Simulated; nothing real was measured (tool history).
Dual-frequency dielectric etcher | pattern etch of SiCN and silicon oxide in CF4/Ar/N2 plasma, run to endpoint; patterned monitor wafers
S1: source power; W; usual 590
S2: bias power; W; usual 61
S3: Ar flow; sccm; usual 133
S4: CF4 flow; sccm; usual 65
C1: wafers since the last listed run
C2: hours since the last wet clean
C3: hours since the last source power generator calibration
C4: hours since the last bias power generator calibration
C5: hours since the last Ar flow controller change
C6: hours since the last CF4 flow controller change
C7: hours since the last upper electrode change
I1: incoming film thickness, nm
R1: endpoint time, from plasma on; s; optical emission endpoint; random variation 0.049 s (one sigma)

Run 1, day 0: usual settings; C1 0; C2 76.7; C3 2928.6; C4 3407.3; C5 6253.7; C6 1823.1; C7 3520.4; I1 8.72. Result: R1 8.3 s.
Run 2, day 2.621: usual settings; C1 1121; C2 139.6; C3 2991.5; C4 3470.2; C5 6316.6; C6 1886; C7 3583.3; I1 8.66. Result: R1 8.3 s.
At day 3.562: Ar flow controller replaced.
Run 3, day 3.825: usual settings; C1 408; C2 168.5; C3 3020.4; C4 3499.1; C5 6.3; C6 1914.9; C7 3612.2; I1 8.81. Result: R1 8.4 s.
At day 7.1: wet clean of the chamber, repeated, since the last time left the tool worse.
Run 4, day 7.121: usual settings; C1 982; C2 0.5; C3 3099.5; C4 3578.2; C5 85.4; C6 1994; C7 3691.3; I1 8.79. Result: R1 8.9 s.
Run 5, day 8.938: usual settings; C1 777; C2 44.1; C3 3143.1; C4 3621.8; C5 129; C6 2037.6; C7 3734.9; I1 8.68. Result: R1 8.8 s.
At day 10.046: CF4 flow controller replaced.
Run 6, day 10.483: usual settings; C1 554; C2 81.2; C3 3180.2; C4 3658.9; C5 166.1; C6 10.5; C7 3772; I1 8.77. Result: R1 8.9 s.
Run 7, day 11.817: usual settings; C1 570; C2 113.2; C3 3212.2; C4 3690.9; C5 198.1; C6 42.5; C7 3804; I1 8.77. Result: R1 8.9 s.
At day 14.75: upper electrode replaced.
Run 8, day 14.771: usual settings but S1 480 W; C1 836; C2 184.1; C3 3283.1; C4 3761.8; C5 269; C6 113.4; C7 0.5; I1 8.62. Result: R1 10.9 s.
Run 9, day 14.829: usual settings but S1 690 W, S3 159 sccm; C1 24; C2 185.5; C3 3284.5; C4 3763.2; C5 270.4; C6 114.8; C7 1.9; I1 8.72. Result: R1 7.7 s.
At day 15.554: bias power generator calibrated.
Run 10, day 17.342: usual settings but S1 710 W, S2 68 W, S3 162 sccm, S4 51 sccm; C1 1003; C2 245.8; C3 3344.8; C4 42.9; C5 330.7; C6 175.1; C7 62.2; I1 8.69. Result: R1 7.4 s.
At day 19.262: source power generator calibrated.
Run 11, day 19.942: usual settings but S3 163 sccm; C1 1041; C2 308.2; C3 16.3; C4 105.3; C5 393.1; C6 237.5; C7 124.6; I1 8.78. Result: R1 9.2 s.
Run 12, day 21.054: usual settings but S2 71 W; C1 475; C2 334.9; C3 43; C4 132; C5 419.8; C6 264.2; C7 151.3; I1 8.76. Result: R1 8 s.
At day 22.929: wet clean of the chamber.
Run 13, day 23.083: usual settings but S1 740 W, S3 154 sccm; C1 440; C2 3.7; C3 91.7; C4 180.7; C5 468.5; C6 312.9; C7 200; I1 8.74. Result: R1 7.2 s.
Run 14, day 24.092: usual settings but S1 710 W, S2 68 W, S3 162 sccm, S4 51 sccm; C1 431; C2 27.9; C3 115.9; C4 204.9; C5 492.7; C6 337.1; C7 224.2; I1 8.76. Result: R1 7.6 s.
Run 15, day 26.812: usual settings but S1 520 W; C1 1164; C2 93.2; C3 181.2; C4 270.2; C5 558; C6 402.4; C7 289.5; I1 8.68. Result: R1 10 s.
Run 16, day 29.242: usual settings but S1 480 W, S2 73 W; C1 1039; C2 151.5; C3 239.5; C4 328.5; C5 616.3; C6 460.7; C7 347.8; I1 8.66. Result: R1 10.1 s.
Run 17, day 31.65: usual settings; C1 1030; C2 209.3; C3 297.3; C4 386.3; C5 674.1; C6 518.5; C7 405.6; I1 8.67. Result: R1 8.6 s.
Run 18, day 34.125: usual settings; C1 1058; C2 268.7; C3 356.7; C4 445.7; C5 733.5; C6 577.9; C7 465; I1 8.71. Result: R1 8.7 s.
Run 19, day 35.367: usual settings but S1 530 W, S2 48 W; C1 531; C2 298.5; C3 386.5; C4 475.5; C5 763.3; C6 607.7; C7 494.8; I1 8.76. Result: R1 10.9 s.
Run 20, day 37.8: usual settings but S1 490 W, S3 104 sccm; C1 1041; C2 356.9; C3 444.9; C4 533.9; C5 821.7; C6 666.1; C7 553.2; I1 8.7. Result: R1 10 s.
Run 21, day 39.221: usual settings; C1 607; C2 391; C3 479; C4 568; C5 855.8; C6 700.2; C7 587.3; I1 8.68. Result: R1 8.5 s.
At day 40.512: wet clean of the chamber.
Run 22, day 41.208: usual settings but S1 690 W, S3 108 sccm; C1 422; C2 16.7; C3 526.7; C4 615.7; C5 903.5; C6 747.9; C7 635; I1 8.7. Result: R1 7.2 s.
Run 23, day 44.062: usual settings but S1 440 W, S3 102 sccm, S4 78 sccm; C1 1221; C2 85.2; C3 595.2; C4 684.2; C5 972; C6 816.4; C7 703.5; I1 8.68. Result: R1 11.3 s.

Forecast each of these 5 alternatives for the next run:
Run A, day 44.079: usual settings but S1 730 W; C1 7; C2 85.6; C3 595.6; C4 684.6; C5 972.4; C6 816.8; C7 703.9; I1 8.72. Result: R1 ?.
Run B, day 44.079: usual settings but S1 480 W, S4 50 sccm; C1 7; C2 85.6; C3 595.6; C4 684.6; C5 972.4; C6 816.8; C7 703.9; I1 8.72. Result: R1 ?.
Run C, day 44.079: usual settings but S2 75 W, S3 157 sccm; C1 7; C2 85.6; C3 595.6; C4 684.6; C5 972.4; C6 816.8; C7 703.9; I1 8.72. Result: R1 ?.
Run D, day 44.079: usual settings but S2 72 W, S4 79 sccm; C1 7; C2 85.6; C3 595.6; C4 684.6; C5 972.4; C6 816.8; C7 703.9; I1 8.72. Result: R1 ?.
Run E, day 44.079: usual settings but S1 640 W; C1 7; C2 85.6; C3 595.6; C4 684.6; C5 972.4; C6 816.8; C7 703.9; I1 8.72. Result: R1 ?.

run    R1
  A   6.9
  B  11.4
  C   8.2
  D   7.8
  E     8
Without the tool's hidden state the same runs would have given:
run    R1
  A     7
  B  11.5
  C   8.2
  D   7.8
  E     8

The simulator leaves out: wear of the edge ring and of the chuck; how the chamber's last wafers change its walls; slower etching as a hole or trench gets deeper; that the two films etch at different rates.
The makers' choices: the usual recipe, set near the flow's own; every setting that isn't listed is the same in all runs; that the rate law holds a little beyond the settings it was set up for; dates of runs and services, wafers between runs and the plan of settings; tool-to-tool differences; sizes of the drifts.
